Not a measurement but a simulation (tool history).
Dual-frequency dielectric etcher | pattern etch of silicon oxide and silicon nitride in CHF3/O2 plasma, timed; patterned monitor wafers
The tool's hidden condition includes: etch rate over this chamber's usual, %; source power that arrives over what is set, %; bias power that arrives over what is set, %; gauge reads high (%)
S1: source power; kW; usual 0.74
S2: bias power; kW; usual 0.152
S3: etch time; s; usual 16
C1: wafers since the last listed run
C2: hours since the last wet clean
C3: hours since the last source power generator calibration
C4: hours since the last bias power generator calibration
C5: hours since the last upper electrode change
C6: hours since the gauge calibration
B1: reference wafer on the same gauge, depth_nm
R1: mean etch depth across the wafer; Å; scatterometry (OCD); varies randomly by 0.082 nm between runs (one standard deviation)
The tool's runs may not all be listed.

run 1 day=0 | S1=0.74 S2=0.152 S3=16 | C1=0 C2=187.1 C3=3755.9 C4=4674.9 C5=5143.6 C6=120.6 | B1=30.51 | R1=263.4
run 2 day=1.379 | S1=0.74 S2=0.152 S3=16 | C1=793 C2=220.2 C3=3789 C4=4708 C5=5176.7 C6=153.7 | B1=30.46 | R1=265.3
run 3 day=3.454 | S1=0.74 S2=0.152 S3=16 | C1=1194 C2=270 C3=3838.8 C4=4757.8 C5=5226.5 C6=203.5 | B1=30.55 | R1=264.5
run 4 day=4.942 | S1=0.74 S2=0.152 S3=16 | C1=856 C2=305.7 C3=3874.5 C4=4793.5 C5=5262.2 C6=239.2 | B1=30.53 | R1=267.6
run 5 day=7.529 | S1=0.74 S2=0.152 S3=16 | C1=1489 C2=367.8 C3=3936.6 C4=4855.6 C5=5324.3 C6=301.3 | B1=30.52 | R1=268.4
run 6 day=9.346 | S1=0.74 S2=0.152 S3=16 | C1=1045 C2=411.4 C3=3980.2 C4=4899.2 C5=5367.9 C6=344.9 | B1=30.47 | R1=270
-- day=9.683 gauge calibrated
-- day=11.262 bias power generator calibrated
-- day=12.271 wet clean of the chamber
run 7 day=12.292 | S1=0.74 S2=0.152 S3=16 | C1=1023 C2=0.5 C3=4050.9 C4=24.7 C5=5438.6 C6=62.6 | B1=30.53 | R1=261.8
-- day=13.421 upper electrode replaced
run 8 day=13.833 | S1=0.74 S2=0.152 S3=16 | C1=311 C2=37.5 C3=4087.9 C4=61.7 C5=9.9 C6=99.6 | B1=30.48 | R1=261.3
run 9 day=15.6 | S1=0.74 S2=0.152 S3=16 | C1=1016 C2=79.9 C3=4130.3 C4=104.1 C5=52.3 C6=142 | B1=30.51 | R1=262.3
run 10 day=17.817 | S1=0.62 S2=0.14 S3=20.5 | C1=1275 C2=133.1 C3=4183.5 C4=157.3 C5=105.5 C6=195.2 | B1=30.47 | R1=309.7
run 11 day=19.279 | S1=0.87 S2=0.162 S3=16 | C1=841 C2=168.2 C3=4218.6 C4=192.4 C5=140.6 C6=230.3 | B1=30.5 | R1=283.6
-- day=21.662 source power generator calibrated
run 12 day=22.225 | S1=0.68 S2=0.122 S3=14.5 | C1=1599 C2=238.9 C3=13.5 C4=263.1 C5=211.3 C6=301 | B1=30.47 | R1=216.9
-- day=24.338 gauge calibrated
run 13 day=24.921 | S1=0.74 S2=0.152 S3=16 | C1=1551 C2=303.6 C3=78.2 C4=327.8 C5=276 C6=14 | B1=30.51 | R1=266.6
run 14 day=27.404 | S1=0.74 S2=0.176 S3=16 | C1=1429 C2=363.2 C3=137.8 C4=387.4 C5=335.6 C6=73.6 | B1=30.45 | R1=280
run 15 day=28.642 | S1=0.74 S2=0.136 S3=16 | C1=712 C2=392.9 C3=167.5 C4=417.1 C5=365.3 C6=103.3 | B1=30.53 | R1=257.5
run 16 day=29.908 | S1=0.82 S2=0.137 S3=14.5 | C1=728 C2=423.3 C3=197.9 C4=447.5 C5=395.7 C6=133.7 | B1=30.52 | R1=242
run 17 day=32.412 | S1=0.89 S2=0.123 S3=11.5 | C1=1441 C2=483.4 C3=258 C4=507.6 C5=455.8 C6=193.8 | B1=30.47 | R1=191.8

Some steps in R1, run to run, broken into two amounts with sign: the step expected even without the hidden condition (settings, incoming material, random variation), and the rest, left for the hidden condition together with whatever gauge scatter is not in both the measured and the hidden-condition-free result:
Run 6 -> 7: gauge calibrated, bias power generator calibrated, wet clean of the chamber. R1 -8.2 Å: hidden state -8, all else -0.2.
Run 11 -> 12: S1 0.87 -> 0.68, S2 0.162 -> 0.122, S3 16 -> 14.5, source power generator calibrated. R1 -66.7 Å: hidden state +0.5, all else -67.2.
